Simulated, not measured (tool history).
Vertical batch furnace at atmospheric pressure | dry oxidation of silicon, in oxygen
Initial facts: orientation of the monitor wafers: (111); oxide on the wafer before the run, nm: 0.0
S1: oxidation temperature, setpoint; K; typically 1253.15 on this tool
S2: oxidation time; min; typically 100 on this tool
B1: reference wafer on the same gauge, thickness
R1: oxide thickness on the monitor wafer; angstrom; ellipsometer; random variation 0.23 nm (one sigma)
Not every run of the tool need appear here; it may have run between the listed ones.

run,day,S1,S2,B1,R1
1,0,1243.15,100,88.26,765.1
2,2.333,1270.15,100,88.29,926
3,4.6,1270.15,100,88.27,924.2
4,6.988,1270.15,100,88.26,927.5
5,9.367,1253.15,100,88.25,820.8
6,11.25,1247.15,100,88.31,786
7,12.662,1253.15,100,88.27,817.7
8,14.025,1253.15,100,88.28,817.6
9,16.379,1253.15,100,88.35,818.8
10,18.971,1253.15,100,88.23,822.4
11,21.862,1253.15,130,88.29,974.6
12,23.988,1241.15,100,88.27,750.6
13,26.879,1241.15,100,88.21,750.3
14,28.421,1241.15,100,88.26,749
15,29.625,1253.15,65,88.32,617.5
16,30.979,1253.15,65,88.24,615.3
17,33.517,1253.15,65,88.32,612
18,34.738,1253.15,100,88.28,822.6
19,36.783,1253.15,100,88.28,823.5
# day 39.467: boat lift adjusted
20,39.733,1274.15,100,88.26,977
# day 40.854: thermocouples replaced and temperature profile calibrated
21,41.621,1253.15,137.5,88.22,1003.1
22,43.429,1253.15,81,88.34,705.2
23,44.55,1273.15,144.5,88.35,1184
24,47.008,1245.15,118,88.35,856.4
# day 48.946: gauge calibrated
25,49.196,1253.15,100,88.29,813.9
26,51.567,1253.15,137.5,88.24,1006.4
27,53.225,1253.15,142,88.34,1024.5
28,55.617,1253.15,100,88.27,813.8
29,59.488,1253.15,100,88.3,817.2
30,61.171,1266.15,145.5,88.3,1138.3
31,63.062,1246.15,127.5,88.34,909.7
32,65.025,1253.15,100,88.27,815.3
33,67.321,1264.15,100,88.29,879.9
34,68.35,1253.15,100,88.35,813.4
35,70.617,1244.15,51.5,88.35,487
36,72.646,1253.15,100,88.27,814.7
37,74.283,1247.15,100,88.32,779
38,75.683,1273.15,144.5,88.3,1193.7
39,78.517,1277.15,61.5,88.25,703.7
40,80.229,1229.15,55.5,88.31,454

Each row is a separate what-if for the run after 40, all from the same tool condition, not one after another. Results?
A,80.446,1253.15,100,?,?
B,80.446,1261.15,51,?,?
C,80.446,1236.15,140,?,?

run,B1,R1
A,88.2,819.1
B,88.2,553.7
C,88.2,901.3
What these runs would have given with no unlogged condition in the tool:
run,R1
A,818.2
B,553
C,900.3

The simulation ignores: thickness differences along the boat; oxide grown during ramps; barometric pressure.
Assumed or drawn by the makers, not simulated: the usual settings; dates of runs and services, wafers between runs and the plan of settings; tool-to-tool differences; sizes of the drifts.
